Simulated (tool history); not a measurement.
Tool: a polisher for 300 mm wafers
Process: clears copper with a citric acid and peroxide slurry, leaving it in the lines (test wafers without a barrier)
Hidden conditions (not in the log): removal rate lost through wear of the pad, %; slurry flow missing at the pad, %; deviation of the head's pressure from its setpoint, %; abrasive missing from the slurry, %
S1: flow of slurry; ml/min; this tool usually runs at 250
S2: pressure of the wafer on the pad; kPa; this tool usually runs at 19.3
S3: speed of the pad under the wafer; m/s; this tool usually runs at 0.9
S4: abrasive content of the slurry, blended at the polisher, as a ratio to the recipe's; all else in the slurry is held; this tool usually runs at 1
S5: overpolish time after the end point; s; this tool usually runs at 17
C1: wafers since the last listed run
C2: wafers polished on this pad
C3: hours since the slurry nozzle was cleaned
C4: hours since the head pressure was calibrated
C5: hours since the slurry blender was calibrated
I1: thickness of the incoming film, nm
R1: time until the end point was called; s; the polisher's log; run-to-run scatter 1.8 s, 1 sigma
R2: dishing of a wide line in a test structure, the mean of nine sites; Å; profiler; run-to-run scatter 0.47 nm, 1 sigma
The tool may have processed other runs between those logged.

| run | hour | S1 | S2 | S3 | S4 | S5 | C1 | C2 | C3 | C4 | C5 | I1 | R1 | R2 |
|---|---|---|---|---|---|---|---|---|---|---|---|---|---|---|
| 1 | 0 | 250 | 19.3 | 0.9 | 1 | 17 | 0 | 147 | 636.3 | 44.7 | 82.6 | 214.7 | 97.2 | 215 |
| 2 | 10.2 | 250 | 19.3 | 0.9 | 1 | 17 | 81 | 229 | 646.5 | 54.9 | 92.8 | 213.8 | 96.4 | 219 |
| 3 | 20.8 | 250 | 19.3 | 0.9 | 1 | 17 | 84 | 313 | 657.1 | 65.5 | 103.4 | 213.6 | 99.5 | 214 |
| 4 | 27 | 250 | 19.3 | 0.9 | 1 | 17 | 49 | 363 | 663.3 | 71.7 | 109.6 | 215 | 99.8 | 207 |
| 5 | 38.7 | 250 | 19.3 | 0.9 | 1 | 17 | 93 | 457 | 675 | 83.4 | 121.3 | 212.6 | 97.2 | 209 |
| 6 | 48.3 | 250 | 19.3 | 0.9 | 1 | 17 | 76 | 533 | 684.6 | 93 | 130.9 | 212.7 | 98.7 | 210 |
| 7 | 54.4 | 250 | 16.5 | 0.9 | 1.1 | 17 | 48 | 582 | 690.7 | 99.1 | 137 | 214.8 | 114.8 | 193 |
| 8 | 70.3 | 250 | 16.5 | 0.9 | 1.1 | 17 | 127 | 709 | 706.6 | 115 | 152.9 | 216 | 113.2 | 197 |
| 9 | 83.7 | 210 | 19.3 | 0.9 | 1 | 15 | 107 | 817 | 720 | 128.4 | 166.3 | 216.4 | 99.5 | 191 |
| 10 | 90.7 | 210 | 19.3 | 0.9 | 1 | 15 | 56 | 873 | 727 | 135.4 | 173.3 | 215.9 | 98.2 | 193 |
|  | 95.1 | slurry nozzle cleaned |
| 11 | 105.9 | 210 | 19.3 | 0.9 | 1 | 15 | 113 | 986 | 10.8 | 150.6 | 188.5 | 212.5 | 99.4 | 184 |
| 12 | 122.8 | 200 | 19.3 | 0.9 | 1.2 | 17 | 135 | 1121 | 27.7 | 167.5 | 205.4 | 216.2 | 102 | 210 |
| 13 | 131.7 | 200 | 19.3 | 0.9 | 1.2 | 17 | 71 | 1193 | 36.6 | 176.4 | 214.3 | 210.9 | 99.6 | 212 |
| 14 | 147.2 | 250 | 19.3 | 0.9 | 1 | 17 | 124 | 1317 | 52.1 | 191.9 | 229.8 | 215.6 | 100.3 | 209 |
|  | 177.9 | worn pad replaced by a new one |
| 15 | 190.2 | 250 | 24.8 | 1.02 | 0.8 | 20 | 312 | 98 | 95.1 | 234.9 | 272.8 | 213.6 | 72.5 | 292 |
| 16 | 200.8 | 185 | 13.8 | 0.62 | 1.25 | 17 | 84 | 182 | 105.7 | 245.5 | 283.4 | 217 | 192.5 | 132 |
| 17 | 217.1 | 285 | 19.3 | 0.9 | 1 | 17 | 130 | 313 | 122 | 261.8 | 299.7 | 216.2 | 96 | 214 |
| 18 | 230.5 | 250 | 19.3 | 0.64 | 1 | 10 | 107 | 420 | 135.4 | 275.2 | 313.1 | 212.2 | 128.7 | 113 |
| 19 | 248.5 | 275 | 22.1 | 0.9 | 1 | 11 | 144 | 564 | 153.4 | 293.2 | 331.1 | 212.2 | 83.5 | 173 |
| 20 | 256.3 | 200 | 24.1 | 0.7 | 1 | 17 | 62 | 626 | 161.2 | 301 | 338.9 | 216.5 | 100.1 | 213 |
| 21 | 266.7 | 250 | 19.3 | 1.14 | 0.75 | 17 | 83 | 710 | 171.6 | 311.4 | 349.3 | 212.1 | 81.8 | 235 |
|  | 276 | head pressure recalibrated |
| 22 | 279.7 | 250 | 13.8 | 0.62 | 1.25 | 11 | 88 | 798 | 184.6 | 3.7 | 362.3 | 213.5 | 172.4 | 97 |
|  | 289.5 | slurry blender recalibrated |
| 23 | 295.8 | 315 | 15.9 | 0.76 | 1 | 17 | 112 | 910 | 200.7 | 19.8 | 6.3 | 215.1 | 129.2 | 170 |
| 24 | 304.7 | 250 | 19.3 | 1.04 | 1 | 27 | 71 | 982 | 209.6 | 28.7 | 15.2 | 213.3 | 85.1 | 300 |
| 25 | 322.2 | 250 | 15.2 | 1.02 | 0.75 | 17 | 140 | 1122 | 227.1 | 46.2 | 32.7 | 218.8 | 117.4 | 189 |
|  | 337.3 | worn pad replaced by a new one |
| 26 | 337.8 | 250 | 23.4 | 0.58 | 1 | 17 | 92 | 4 | 242.7 | 61.8 | 48.3 | 217.7 | 116.5 | 187 |
| 27 | 348.3 | 295 | 19.3 | 0.9 | 1 | 17 | 84 | 88 | 253.2 | 72.3 | 58.8 | 212.2 | 97.1 | 212 |
| 28 | 363.3 | 250 | 23.4 | 0.9 | 1 | 17 | 120 | 208 | 268.2 | 87.3 | 73.8 | 215 | 81.5 | 245 |
| 29 | 373.6 | 250 | 19.3 | 0.9 | 1 | 17 | 82 | 290 | 278.5 | 97.6 | 84.1 | 218.6 | 102.6 | 211 |
| 30 | 390.3 | 250 | 19.3 | 0.9 | 1 | 9 | 133 | 424 | 295.2 | 114.3 | 100.8 | 216.5 | 99.9 | 131 |

List, for all runs, the conditions of the tool that the log does not record:
removal rate lost through wear of the pad, %: 0 on each run
slurry flow missing at the pad, %: 0 on each run
deviation of the head's pressure from its setpoint, %: 0 on each run
abrasive missing from the slurry, %: 0 on each run
